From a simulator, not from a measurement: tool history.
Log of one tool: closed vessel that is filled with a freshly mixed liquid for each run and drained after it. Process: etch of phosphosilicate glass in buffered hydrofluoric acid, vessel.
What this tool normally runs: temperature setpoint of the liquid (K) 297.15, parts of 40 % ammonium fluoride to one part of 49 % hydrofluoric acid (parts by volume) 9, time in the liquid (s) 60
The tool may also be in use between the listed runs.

| run | hour | temperature setpoint of the liquid (K) | parts of 40 % ammonium fluoride to one part of 49 % hydrofluoric acid (parts by volume) | time in the liquid (s) | wafers since the last listed run | hours since the thermometer was replaced | hours since the hydrofluoric acid flow meter was replaced | hours since the gauge calibration | read-back film thickness of the phosphosilicate glass reference wafer, read on the same gauge (nm) | thickness taken off the phosphosilicate glass on a monitor wafer (Å) |
|---|---|---|---|---|---|---|---|---|---|---|
| 1 | 0 | 298.65 | 9 | 60 | 0 | 582.9 | 287.4 | 204.6 | 150.04 | 3533.3 |
| 2 | 85.4 | 298.65 | 9 | 60 | 12299 | 668.3 | 372.8 | 290 | 150 | 3493.7 |
| 3 | 183.9 | 297.15 | 9 | 60 | 14186 | 766.8 | 471.3 | 388.5 | 150.01 | 3171.6 |
| 4 | 246.6 | 297.15 | 9 | 60 | 9030 | 829.5 | 534 | 451.2 | 150.02 | 3164.4 |
| 5 | 315.7 | 297.15 | 9 | 60 | 9952 | 898.6 | 603.1 | 520.3 | 149.99 | 3136.2 |
| 6 | 357.1 | 297.15 | 9 | 60 | 5962 | 940 | 644.5 | 561.7 | 150.01 | 3153.8 |
| 7 | 450.5 | 297.15 | 11 | 60 | 13451 | 1033.4 | 737.9 | 655.1 | 150.01 | 2665.4 |
|  | 463.2 | thermometer replaced |
|  | 469.7 | gauge calibrated |
| 8 | 549.5 | 293.15 | 11 | 75 | 14114 | 86.3 | 836.9 | 79.8 | 150.02 | 2863.5 |
| 9 | 588.7 | 297.15 | 9 | 60 | 5645 | 125.5 | 876.1 | 119 | 150.02 | 3359.8 |
| 10 | 657.2 | 301.15 | 12 | 80 | 9865 | 194 | 944.6 | 187.5 | 150.01 | 4394 |
|  | 700.5 | hydrofluoric acid flow meter replaced |
| 11 | 757.6 | 299.65 | 10 | 45 | 14315 | 294.4 | 57.1 | 287.9 | 149.99 | 2685.7 |
| 12 | 823 | 297.15 | 9 | 50 | 9419 | 359.8 | 122.5 | 353.3 | 150.02 | 2753.2 |
| 13 | 892.7 | 301.15 | 9 | 60 | 10038 | 429.5 | 192.2 | 423 | 150.06 | 4088.1 |
| 14 | 964.7 | 297.15 | 9 | 60 | 10369 | 501.5 | 264.2 | 495 | 150.06 | 3319.4 |

Difference, measured minus no-hidden-state, one row per run. Run-to-run variation is common to both terms; the gauge's own scatter need not be:
Unlogged tool condition in this case: liquid colder than its thermometer reads (K); hydrofluoric acid flow above the setpoint (%); gauge reads high (%).
| run | thickness taken off the phosphosilicate glass on a monitor wafer (Å) |
|---|---|
| 1 | -180.4 |
| 2 | -202.4 |
| 3 | -209.6 |
| 4 | -225.9 |
| 5 | -240.6 |
| 6 | -253.1 |
| 7 | -234.8 |
| 8 | -22.5 |
| 9 | -36.8 |
| 10 | -68.3 |
| 11 | -62.8 |
| 12 | -79.3 |
| 13 | -134.8 |
| 14 | -131.2 |
